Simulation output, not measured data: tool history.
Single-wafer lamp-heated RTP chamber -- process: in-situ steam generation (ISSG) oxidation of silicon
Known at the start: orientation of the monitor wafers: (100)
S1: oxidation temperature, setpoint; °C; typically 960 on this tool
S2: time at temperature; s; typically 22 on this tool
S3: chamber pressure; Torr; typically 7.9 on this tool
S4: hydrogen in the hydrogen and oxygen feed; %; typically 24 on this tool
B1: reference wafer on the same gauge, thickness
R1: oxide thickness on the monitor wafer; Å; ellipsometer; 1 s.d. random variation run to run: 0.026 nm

Run 1, day 0.000: usual settings but S1 968 °C, S3 7.3 Torr; B1 5.408. Result: R1 55.58 Å.
Run 2, day 1.312: usual settings; B1 5.417. Result: R1 54.07 Å.
Run 3, day 4.242: usual settings but S1 968 °C, S3 7.2 Torr; B1 5.413. Result: R1 55.29 Å.
At day 4.925: pyrometer window cleaned and pyrometer calibrated.
Run 4, day 6.279: usual settings but S1 968 °C, S3 7.2 Torr; B1 5.409. Result: R1 56.07 Å.
Run 5, day 7.842: usual settings but S1 968 °C, S3 7.2 Torr; B1 5.420. Result: R1 56.47 Å.
Run 6, day 10.571: usual settings but S1 944 °C, S2 27 s; B1 5.418. Result: R1 56.97 Å.
Run 7, day 13.300: usual settings but S1 944 °C, S2 27 s; B1 5.401. Result: R1 56.73 Å.
Run 8, day 16.162: usual settings; B1 5.406. Result: R1 55.33 Å.
Run 9, day 17.246: usual settings but S1 951 °C; B1 5.411. Result: R1 53.79 Å.
Run 10, day 20.075: usual settings but S1 951 °C; B1 5.411. Result: R1 53.73 Å.
Run 11, day 22.412: usual settings; B1 5.414. Result: R1 55.30 Å.
At day 24.433: pyrometer window cleaned and pyrometer calibrated, repeated, since the last time left the tool worse.
Run 12, day 25.125: usual settings but S2 27 s; B1 5.406. Result: R1 57.84 Å.
Run 13, day 27.279: usual settings but S2 25 s, S3 8.5 Torr; B1 5.400. Result: R1 56.62 Å.
Run 14, day 30.029: usual settings but S4 30 %; B1 5.422. Result: R1 56.79 Å.
Run 15, day 32.104: usual settings; B1 5.417. Result: R1 53.07 Å.
At day 33.858: gauge calibrated.
Run 16, day 34.792: usual settings but S2 17 s, S4 17 %; B1 5.408. Result: R1 44.69 Å.
Run 17, day 36.042: usual settings; B1 5.410. Result: R1 53.68 Å.
At day 36.983: pressure gauge zeroed.
Run 18, day 37.125: usual settings but S1 970 °C, S2 14 s, S3 8.3 Torr; B1 5.409. Result: R1 45.82 Å.
At day 38.317: hydrogen flow controller replaced.
Run 19, day 38.612: usual settings but S2 30 s, S3 8.6 Torr, S4 19 %; B1 5.412. Result: R1 58.24 Å.
Run 20, day 40.800: usual settings but S2 31 s, S3 7.0 Torr; B1 5.416. Result: R1 62.44 Å.
Run 21, day 42.246: usual settings; B1 5.409. Result: R1 53.66 Å.
Run 22, day 44.779: usual settings but S1 967 °C, S2 29 s, S4 27 %; B1 5.411. Result: R1 64.07 Å.
Run 23, day 46.592: usual settings but S1 978 °C, S3 6.9 Torr, S4 27 %; B1 5.408. Result: R1 58.83 Å.
Run 24, day 48.154: usual settings but S1 974 °C; B1 5.417. Result: R1 56.68 Å.
Run 25, day 53.754: usual settings but S1 970 °C, S3 8.5 Torr, S4 31 %; B1 5.410. Result: R1 59.08 Å.
Run 26, day 55.067: usual settings but S2 27 s; B1 5.418. Result: R1 58.84 Å.
At day 57.142: pyrometer window cleaned and pyrometer calibrated.
Run 27, day 57.217: usual settings but S2 30 s, S3 8.6 Torr, S4 19 %; B1 5.407. Result: R1 57.87 Å.
Run 28, day 59.754: usual settings but S1 967 °C, S2 29 s, S4 27 %; B1 5.410. Result: R1 63.05 Å.
Run 29, day 61.696: usual settings but S1 950 °C, S2 27 s; B1 5.411. Result: R1 56.21 Å.
Run 30, day 64.450: usual settings but S3 8.5 Torr, S4 32 %; B1 5.402. Result: R1 57.40 Å.
Run 31, day 66.621: usual settings but S1 942 °C; B1 5.406. Result: R1 50.51 Å.

Consider 4 possible next runs. They are alternatives, not a sequence: every one starts from the tool as it was left by run 31. What does each give?
Run A, day 66.642: usual settings; B1 ?. Result: R1 ?.
Run B, day 66.642: usual settings but S1 971 °C; B1 ?. Result: R1 ?.
Run C, day 66.642: usual settings but S1 954 °C, S2 16 s; B1 ?. Result: R1 ?.
Run D, day 66.642: usual settings but S2 25 s, S3 7.0 Torr; B1 ?. Result: R1 ?.

run     B1     R1
  A  5.413  53.54
  B  5.413  55.63
  C  5.413  46.15
  D  5.413  56.46
The same runs, with their run-to-run variation unchanged, on a tool lacking any hidden condition would have given:
run     R1
  A  52.95
  B  54.96
  C  45.71
  D  55.81
